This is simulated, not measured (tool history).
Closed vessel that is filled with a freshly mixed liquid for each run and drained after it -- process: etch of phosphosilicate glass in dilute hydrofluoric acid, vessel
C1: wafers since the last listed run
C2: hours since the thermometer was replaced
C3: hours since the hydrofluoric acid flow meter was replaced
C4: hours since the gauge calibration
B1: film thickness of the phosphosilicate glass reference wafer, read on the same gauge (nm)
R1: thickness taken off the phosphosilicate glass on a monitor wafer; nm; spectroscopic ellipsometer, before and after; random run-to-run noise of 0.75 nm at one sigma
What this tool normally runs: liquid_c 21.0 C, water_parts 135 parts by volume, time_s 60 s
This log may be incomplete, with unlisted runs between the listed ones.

run 1 hour=0.0 | liquid_c=21.0 water_parts=135 time_s=60 | C1=0 C2=256.4 C3=1637.7 C4=251.9 | B1=40.00 | R1=77.31
run 2 hour=22.6 | liquid_c=21.0 water_parts=135 time_s=60 | C1=1671 C2=279.0 C3=1660.3 C4=274.5 | B1=39.96 | R1=79.20
run 3 hour=45.1 | liquid_c=21.0 water_parts=135 time_s=60 | C1=1663 C2=301.5 C3=1682.8 C4=297.0 | B1=39.99 | R1=78.29
run 4 hour=75.3 | liquid_c=21.0 water_parts=135 time_s=60 | C1=2233 C2=331.7 C3=1713.0 C4=327.2 | B1=39.99 | R1=76.98
run 5 hour=108.0 | liquid_c=21.0 water_parts=135 time_s=60 | C1=2417 C2=364.4 C3=1745.7 C4=359.9 | B1=40.00 | R1=77.09
run 6 hour=142.3 | liquid_c=21.0 water_parts=135 time_s=40 | C1=2536 C2=398.7 C3=1780.0 C4=394.2 | B1=39.98 | R1=51.20
run 7 hour=177.4 | liquid_c=24.5 water_parts=135 time_s=60 | C1=2595 C2=433.8 C3=1815.1 C4=429.3 | B1=40.01 | R1=88.87
run 8 hour=190.4 | liquid_c=21.0 water_parts=135 time_s=60 | C1=961 C2=446.8 C3=1828.1 C4=442.3 | B1=39.98 | R1=77.44
run 9 hour=209.6 | liquid_c=21.0 water_parts=135 time_s=60 | C1=1419 C2=466.0 C3=1847.3 C4=461.5 | B1=39.98 | R1=77.08
-- hour=234.5 hydrofluoric acid flow meter replaced
run 10 hour=238.3 | liquid_c=23.0 water_parts=135 time_s=70 | C1=2048 C2=494.7 C3=3.8 C4=490.2 | B1=40.01 | R1=96.31
run 11 hour=264.4 | liquid_c=23.0 water_parts=135 time_s=70 | C1=1929 C2=520.8 C3=29.9 C4=516.3 | B1=39.99 | R1=97.09
-- hour=283.3 gauge calibrated
run 12 hour=288.3 | liquid_c=23.0 water_parts=135 time_s=70 | C1=1767 C2=544.7 C3=53.8 C4=5.0 | B1=40.03 | R1=96.45
run 13 hour=318.4 | liquid_c=21.0 water_parts=135 time_s=60 | C1=2225 C2=574.8 C3=83.9 C4=35.1 | B1=39.98 | R1=75.28
run 14 hour=348.8 | liquid_c=21.0 water_parts=135 time_s=60 | C1=2247 C2=605.2 C3=114.3 C4=65.5 | B1=39.98 | R1=75.65
run 15 hour=364.2 | liquid_c=19.0 water_parts=135 time_s=40 | C1=1138 C2=620.6 C3=129.7 C4=80.9 | B1=39.98 | R1=45.30
run 16 hour=398.2 | liquid_c=21.0 water_parts=105 time_s=60 | C1=2513 C2=654.6 C3=163.7 C4=114.9 | B1=39.99 | R1=99.34

Run 17 is up next; what results do you expect?
run 17 hour=412.9 | liquid_c=21.0 water_parts=135 time_s=75 | C1=1086 C2=669.3 C3=178.4 C4=129.6 | B1=? | R1=?

Run 17 measured B1 40.00, R1 95.20 nm.
Minus the tool's unlogged condition, the same run would have read R1 104.13 nm.
